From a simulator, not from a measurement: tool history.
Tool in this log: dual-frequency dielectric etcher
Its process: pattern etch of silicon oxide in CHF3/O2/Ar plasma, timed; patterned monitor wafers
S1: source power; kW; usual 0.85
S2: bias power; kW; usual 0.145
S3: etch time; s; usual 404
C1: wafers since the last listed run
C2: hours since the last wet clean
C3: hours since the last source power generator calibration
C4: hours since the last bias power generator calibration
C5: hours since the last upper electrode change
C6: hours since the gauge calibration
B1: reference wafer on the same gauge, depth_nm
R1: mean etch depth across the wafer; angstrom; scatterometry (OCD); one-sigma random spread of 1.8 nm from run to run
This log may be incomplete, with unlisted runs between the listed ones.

run,hour,S1,S2,S3,C1,C2,C3,C4,C5,C6,B1,R1
1,0,0.8,0.132,404,0,261.1,1933.6,4519.8,2506.6,348.7,778.6,8155
2,31.2,0.85,0.145,404,173,292.3,1964.8,4551,2537.8,379.9,779.5,8649
3,55.6,0.85,0.145,404,135,316.7,1989.2,4575.4,2562.2,404.3,778.8,8613
4,87.3,0.85,0.145,404,176,348.4,2020.9,4607.1,2593.9,436,779.2,8627
# hour 120.3: wet clean of the chamber
5,120.8,0.85,0.145,404,52,0.5,2054.4,4640.6,2627.4,469.5,778.9,8813
6,133.1,0.85,0.145,404,68,12.8,2066.7,4652.9,2639.7,481.8,779.1,8799
7,145.3,0.85,0.145,404,67,25,2078.9,4665.1,2651.9,494,779,8819
# hour 152.9: gauge calibrated
8,175.3,0.91,0.145,404,166,55,2108.9,4695.1,2681.9,22.4,779.3,9091
9,207.9,0.91,0.145,404,181,87.6,2141.5,4727.7,2714.5,55,779.1,9061
10,237.2,0.85,0.145,404,162,116.9,2170.8,4757,2743.8,84.3,779.1,8768
11,252,0.85,0.145,404,82,131.7,2185.6,4771.8,2758.6,99.1,779.1,8725
12,270.3,0.85,0.145,404,101,150,2203.9,4790.1,2776.9,117.4,779.3,8698
13,297.5,0.85,0.145,404,151,177.2,2231.1,4817.3,2804.1,144.6,778.6,8698
# hour 311.3: source power generator calibrated
14,322.8,0.78,0.145,404,118,202.5,11.5,4842.6,2829.4,169.9,779.1,8539
15,351.8,0.85,0.145,404,161,231.5,40.5,4871.6,2858.4,198.9,778.9,8900
16,386.8,0.85,0.145,404,194,266.5,75.5,4906.6,2893.4,233.9,779.1,8905
# hour 423.9: wet clean of the chamber
17,424.4,0.85,0.145,404,75,0.5,113.1,4944.2,2931,271.5,779.1,9037
18,437.1,0.69,0.124,441,70,13.2,125.8,4956.9,2943.7,284.2,778.4,8437
19,452,0.78,0.145,447.5,82,28.1,140.7,4971.8,2958.6,299.1,778.8,9606
# hour 490.1: upper electrode replaced
20,490.6,0.85,0.145,404,81,66.7,179.3,5010.4,0.5,337.7,778.8,8999
21,510.6,0.85,0.145,500,111,86.7,199.3,5030.4,20.5,357.7,779.7,11145
# hour 540.5: bias power generator calibrated
22,542.5,0.85,0.168,507,155,118.6,231.2,2,52.4,389.6,778.6,11763
23,570.2,0.85,0.158,404,153,146.3,258.9,29.7,80.1,417.3,779,9183
24,583.3,0.85,0.145,499,72,159.4,272,42.8,93.2,430.4,779.3,11036
25,603.3,0.98,0.172,506,111,179.4,292,62.8,113.2,450.4,778.3,12607
# hour 613.4: gauge calibrated
26,634.6,0.85,0.164,329.5,173,210.7,323.3,94.1,144.5,21.2,778.8,7561
27,658.8,0.77,0.124,337,134,234.9,347.5,118.3,168.7,45.4,779.4,6745
28,700.8,0.85,0.145,404,233,276.9,389.5,160.3,210.7,87.4,779.1,8851
29,718.2,1.02,0.124,468.5,96,294.3,406.9,177.7,228.1,104.8,779.3,10739
# hour 745: wet clean of the chamber
30,745.5,1.02,0.136,284,18,0.5,434.2,205,255.4,132.1,778.7,6814

Results per run with the tool's hidden condition removed, run-to-run variation unchanged:
The hidden state here: etch rate over this chamber's usual, %; source power that arrives over what is set, %; bias power that arrives over what is set, %; gauge reads high (%).
run,R1
1,8496
2,9031
3,9010
4,9047
5,9017
6,9012
7,9041
8,9341
9,9333
10,9050
11,9016
12,9001
13,9019
14,8613
15,8996
16,9025
17,9026
18,8435
19,9614
20,9032
21,11203
22,11853
23,9272
24,11154
25,12761
26,7670
27,6856
28,9024
29,10964
30,6823
